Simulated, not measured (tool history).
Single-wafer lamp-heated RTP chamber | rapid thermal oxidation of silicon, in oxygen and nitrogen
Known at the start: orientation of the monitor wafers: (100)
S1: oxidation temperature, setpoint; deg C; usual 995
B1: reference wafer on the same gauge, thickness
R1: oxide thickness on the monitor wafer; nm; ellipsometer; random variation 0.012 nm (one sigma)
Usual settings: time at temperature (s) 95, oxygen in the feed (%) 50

{"run": 1, "hour": 0.0, "S1": 995, "time at temperature (s)": 95, "oxygen in the feed (%)": 50, "B1": 5.143, "R1": 6.078}
{"run": 2, "hour": 10.6, "S1": 995, "time at temperature (s)": 95, "oxygen in the feed (%)": 50, "B1": 5.139, "R1": 6.11}
{"run": 3, "hour": 26.3, "S1": 995, "time at temperature (s)": 95, "oxygen in the feed (%)": 50, "B1": 5.139, "R1": 6.092}
{"run": 4, "hour": 41.7, "S1": 995, "time at temperature (s)": 95, "oxygen in the feed (%)": 50, "B1": 5.139, "R1": 6.115}
{"hour": 85.3, "done": "gauge calibrated"}
{"hour": 86.4, "done": "oxygen flow controller replaced"}
{"run": 5, "hour": 86.9, "S1": 1007, "time at temperature (s)": 95, "oxygen in the feed (%)": 50, "B1": 5.142, "R1": 6.68}
{"run": 6, "hour": 93.1, "S1": 995, "time at temperature (s)": 95, "oxygen in the feed (%)": 50, "B1": 5.144, "R1": 6.146}
{"run": 7, "hour": 102.1, "S1": 995, "time at temperature (s)": 95, "oxygen in the feed (%)": 50, "B1": 5.137, "R1": 6.156}
{"run": 8, "hour": 117.6, "S1": 995, "time at temperature (s)": 95, "oxygen in the feed (%)": 50, "B1": 5.139, "R1": 6.16}
{"hour": 132.2, "done": "pyrometer window cleaned and pyrometer calibrated"}
{"run": 9, "hour": 132.7, "S1": 995, "time at temperature (s)": 95, "oxygen in the feed (%)": 50, "B1": 5.136, "R1": 6.333}
{"run": 10, "hour": 138.5, "S1": 995, "time at temperature (s)": 95, "oxygen in the feed (%)": 50, "B1": 5.141, "R1": 6.316}
{"run": 11, "hour": 164.8, "S1": 995, "time at temperature (s)": 126, "oxygen in the feed (%)": 69, "B1": 5.137, "R1": 8.028}
{"hour": 181.2, "done": "pyrometer window cleaned and pyrometer calibrated, repeated, since the last time left the tool worse"}
{"run": 12, "hour": 181.7, "S1": 982, "time at temperature (s)": 123, "oxygen in the feed (%)": 75, "B1": 5.14, "R1": 6.972}
{"run": 13, "hour": 189.7, "S1": 995, "time at temperature (s)": 76, "oxygen in the feed (%)": 28, "B1": 5.14, "R1": 4.483}
{"run": 14, "hour": 204.2, "S1": 1006, "time at temperature (s)": 130, "oxygen in the feed (%)": 50, "B1": 5.144, "R1": 7.419}
{"run": 15, "hour": 216.0, "S1": 974, "time at temperature (s)": 95, "oxygen in the feed (%)": 50, "B1": 5.14, "R1": 5.106}
{"run": 16, "hour": 223.8, "S1": 995, "time at temperature (s)": 112, "oxygen in the feed (%)": 38, "B1": 5.139, "R1": 5.819}
{"run": 17, "hour": 231.9, "S1": 970, "time at temperature (s)": 119, "oxygen in the feed (%)": 50, "B1": 5.142, "R1": 5.47}
{"run": 18, "hour": 239.7, "S1": 995, "time at temperature (s)": 53, "oxygen in the feed (%)": 20, "B1": 5.137, "R1": 3.581}

4 ways to go on from here, each from the tool as it stands after run 18. What would each give?
{"run": "A", "hour": 240.2, "S1": 995, "time at temperature (s)": 95, "oxygen in the feed (%)": 50, "B1": "?", "R1": "?"}
{"run": "B", "hour": 240.2, "S1": 981, "time at temperature (s)": 117, "oxygen in the feed (%)": 66, "B1": "?", "R1": "?"}
{"run": "C", "hour": 240.2, "S1": 1017, "time at temperature (s)": 95, "oxygen in the feed (%)": 26, "B1": "?", "R1": "?"}
{"run": "D", "hour": 240.2, "S1": 967, "time at temperature (s)": 54, "oxygen in the feed (%)": 50, "B1": "?", "R1": "?"}

run=A B1=5.144 R1=5.946
run=B B1=5.144 R1=6.472
run=C B1=5.144 R1=5.563
run=D B1=5.144 R1=3.897
Without the tool's hidden state the same runs would have given:
run=A R1=5.924
run=B R1=6.448
run=C R1=5.543
run=D R1=3.884

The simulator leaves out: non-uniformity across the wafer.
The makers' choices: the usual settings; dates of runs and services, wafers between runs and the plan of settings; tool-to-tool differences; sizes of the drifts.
